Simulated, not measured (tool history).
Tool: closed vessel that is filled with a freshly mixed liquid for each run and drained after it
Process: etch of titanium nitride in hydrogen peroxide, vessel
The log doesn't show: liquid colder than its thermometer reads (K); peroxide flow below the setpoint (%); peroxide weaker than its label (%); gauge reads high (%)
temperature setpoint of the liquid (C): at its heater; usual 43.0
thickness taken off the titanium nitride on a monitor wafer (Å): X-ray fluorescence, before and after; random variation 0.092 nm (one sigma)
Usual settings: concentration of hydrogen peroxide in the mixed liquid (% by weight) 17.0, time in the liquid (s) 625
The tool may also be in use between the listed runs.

run	hour	temperature setpoint of the liquid (C)	concentration of hydrogen peroxide in the mixed liquid (% by weight)	time in the liquid (s)	wafers since the last listed run	hours since the thermometer was replaced	hours since the peroxide flow meter was replaced	hours since the drum of peroxide was connected	hours since the gauge calibration	read-back film thickness of the titanium nitride reference wafer, read on the same gauge (nm)	thickness taken off the titanium nitride on a monitor wafer (Å)
1	0.0	43.0	17.0	625	0	429.5	2072.4	197.0	480.0	140.03	92.6
2	22.3	43.0	17.0	540	973	451.8	2094.7	219.3	502.3	140.02	80.5
3	49.1	43.0	17.0	540	1169	478.6	2121.5	246.1	529.1	140.01	79.4
# hour 70.5: peroxide flow meter replaced
4	73.9	43.0	17.0	540	1038	503.4	3.4	270.9	553.9	140.01	78.6
5	97.6	43.0	17.0	625	1034	527.1	27.1	294.6	577.6	140.02	90.8
6	116.8	43.0	17.0	625	838	546.3	46.3	313.8	596.8	139.99	91.6
7	130.6	43.0	17.0	625	602	560.1	60.1	327.6	610.6	139.99	92.4
8	160.0	43.0	17.0	625	1283	589.5	89.5	357.0	640.0	140.01	90.1
9	188.8	43.0	17.0	625	1257	618.3	118.3	385.8	668.8	140.03	89.9
10	219.6	43.0	21.5	895	1344	649.1	149.1	416.6	699.6	140.00	135.2
11	236.0	43.0	21.5	895	715	665.5	165.5	433.0	716.0	140.00	138.2
12	254.7	40.5	17.0	625	816	684.2	184.2	451.7	734.7	139.98	76.1
13	285.7	51.5	20.0	625	1353	715.2	215.2	482.7	765.7	139.99	174.1
# hour 295.3: gauge calibrated
14	302.4	46.0	17.0	375	729	731.9	231.9	499.4	7.1	140.01	69.9
15	314.8	39.5	14.5	735	541	744.3	244.3	511.8	19.5	139.99	80.3
16	350.4	47.0	18.5	300	1554	779.9	279.9	547.4	55.1	140.02	60.6
17	363.7	43.0	17.0	625	580	793.2	293.2	560.7	68.4	139.98	92.9
18	382.7	35.0	20.0	940	829	812.2	312.2	579.7	87.4	140.00	77.5
# hour 387.0: new drum of peroxide connected
19	405.5	48.0	20.0	405	951	835.0	335.0	18.5	110.2	139.99	90.0
# hour 425.1: thermometer replaced
20	435.5	43.0	17.0	625	1265	10.4	365.0	48.5	140.2	140.00	92.4
21	463.4	43.0	17.0	790	1217	38.3	392.9	76.4	168.1	140.03	117.0
22	486.1	47.0	17.0	625	990	61.0	415.6	99.1	190.8	140.01	124.0
23	508.9	48.0	20.0	405	995	83.8	438.4	121.9	213.6	139.98	89.3
24	540.6	43.0	17.0	625	1383	115.5	470.1	153.6	245.3	140.02	91.7
25	560.3	43.0	17.0	625	859	135.2	489.8	173.3	265.0	139.99	91.6
26	588.4	43.0	17.0	625	1226	163.3	517.9	201.4	293.1	140.00	94.1
27	609.2	43.0	17.0	625	908	184.1	538.7	222.2	313.9	140.03	92.3
28	624.5	43.0	15.0	995	667	199.4	554.0	237.5	329.2	140.00	143.4

Forecast each of these 5 alternatives for the next run:
A	625.3	43.0	17.0	625	34	200.2	554.8	238.3	330.0	?	?
B	625.3	48.0	13.0	625	34	200.2	554.8	238.3	330.0	?	?
C	625.3	36.5	13.5	485	34	200.2	554.8	238.3	330.0	?	?
D	625.3	39.0	17.0	410	34	200.2	554.8	238.3	330.0	?	?
E	625.3	38.5	21.0	875	34	200.2	554.8	238.3	330.0	?	?

run	read-back film thickness of the titanium nitride reference wafer, read on the same gauge (nm)	thickness taken off the titanium nitride on a monitor wafer (Å)
A	139.97	92.5
B	139.97	126.7
C	139.97	41.4
D	139.97	44.7
E	139.97	96.0
Without the tool's hidden state the same runs would have given:
run	thickness taken off the titanium nitride on a monitor wafer (Å)
A	92.5
B	126.7
C	41.4
D	44.7
E	96.0

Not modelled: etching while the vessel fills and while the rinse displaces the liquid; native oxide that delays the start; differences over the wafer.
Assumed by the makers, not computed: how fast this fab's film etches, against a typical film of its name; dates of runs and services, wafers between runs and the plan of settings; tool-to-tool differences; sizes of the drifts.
